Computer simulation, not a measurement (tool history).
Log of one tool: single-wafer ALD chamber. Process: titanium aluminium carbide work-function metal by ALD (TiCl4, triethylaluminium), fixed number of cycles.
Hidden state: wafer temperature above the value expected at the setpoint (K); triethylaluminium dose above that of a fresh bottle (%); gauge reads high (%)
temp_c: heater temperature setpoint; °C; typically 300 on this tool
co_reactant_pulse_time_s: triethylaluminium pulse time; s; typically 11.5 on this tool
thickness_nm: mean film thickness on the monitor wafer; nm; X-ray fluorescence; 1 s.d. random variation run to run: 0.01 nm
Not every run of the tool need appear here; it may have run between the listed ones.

run,hour,temp_c,co_reactant_pulse_time_s,wafers since the last listed run,hours since the last thermocouple change,hours since the last triethylaluminium bottle change,hours since the showerhead was replaced,hours since the gauge calibration,"read-back reference wafer on the same gauge, thickness_nm",thickness_nm
1,0,300,11.5,0,2124.6,333.6,4586.5,928.5,2.268,1.937
2,57.1,300,11.5,609,2181.7,390.7,4643.6,985.6,2.273,1.933
3,95.8,300,11.5,413,2220.4,429.4,4682.3,1024.3,2.266,1.95
4,409.6,300,11.5,3349,2534.2,743.2,4996.1,1338.1,2.273,1.919
5,462.1,289,11.5,560,2586.7,795.7,5048.6,1390.6,2.273,1.817
6,550,289,11.5,938,2674.6,883.6,5136.5,1478.5,2.269,1.833
7,592,289,11.5,448,2716.6,925.6,5178.5,1520.5,2.267,1.823
8,671.6,300,11.5,849,2796.2,1005.2,5258.1,1600.1,2.269,1.909
# hour 712.8: showerhead replaced
9,758,300,11.5,836,2882.6,1091.6,45.2,1686.5,2.268,1.917
10,844.9,300,11.5,927,2969.5,1178.5,132.1,1773.4,2.269,1.912
# hour 915.6: thermocouple changed; heater temperature recalibrated
11,943.1,300,14.32,962,27.5,1276.7,230.3,1871.6,2.27,1.94
12,1009,300,11.5,703,93.4,1342.6,296.2,1937.5,2.267,1.911
13,1051.9,313,15.35,457,136.3,1385.5,339.1,1980.4,2.275,2.09
14,1091.6,304,9.27,423,176,1425.2,378.8,2020.1,2.267,1.829
# hour 1097: gauge calibrated
15,1148.2,287,9.53,604,232.6,1481.8,435.4,51.2,2.264,1.691
# hour 1214.1: triethylaluminium bottle replaced
16,1231.5,310,15.09,803,315.9,17.4,518.7,134.5,2.272,2.047
17,1289.7,306,11.5,621,374.1,75.6,576.9,192.7,2.267,2.004
18,1355.9,311,13.79,706,440.3,141.8,643.1,258.9,2.271,2.088
19,1410.4,291,7.1,581,494.8,196.3,697.6,313.4,2.272,1.675
20,1484.3,300,11.5,788,568.7,270.2,771.5,387.3,2.271,1.946
21,1566.3,308,14.6,875,650.7,352.2,853.5,469.3,2.267,2.042
22,1649.3,311,11.5,885,733.7,435.2,936.5,552.3,2.269,2.035
23,1755.8,300,11.5,1136,840.2,541.7,1043,658.8,2.269,1.929
24,1798.2,315,14.15,452,882.6,584.1,1085.4,701.2,2.271,2.112
25,1861.5,286,9.77,675,945.9,647.4,1148.7,764.5,2.27,1.751
26,1940.7,289,10.08,845,1025.1,726.6,1227.9,843.7,2.271,1.78
27,1992.5,300,8.53,552,1076.9,778.4,1279.7,895.5,2.273,1.823
28,2065.6,294,7.26,780,1150,851.5,1352.8,968.6,2.271,1.672
29,2172.6,308,11.5,1142,1257,958.5,1459.8,1075.6,2.269,2.002
30,2268.1,292,9.77,1019,1352.5,1054,1555.3,1171.1,2.268,1.799
31,2341.7,300,11.5,785,1426.1,1127.6,1628.9,1244.7,2.272,1.904
32,2417.9,285,7.06,813,1502.3,1203.8,1705.1,1320.9,2.27,1.532

What the log doesn't show, run by run:
wafer temperature above the value expected at the setpoint (K): 0 on each run
gauge reads high (%): 0 on each run
H1: triethylaluminium dose above that of a fresh bottle (%)
run,H1
1,-1.72
2,-2.08
3,-2.35
4,-5.5
5,-6.19
6,-7.46
7,-8.11
8,-9.43
9,-11
10,-12.7
11,-14.7
12,-16.2
13,-17.2
14,-18.2
15,-19.6
16,-0.207
17,-0.253
18,-0.377
19,-0.535
20,-0.83
21,-1.27
22,-1.83
23,-2.72
24,-3.13
25,-3.8
26,-4.73
27,-5.4
28,-6.42
29,-8.08
30,-9.72
31,-11.1
32,-12.6
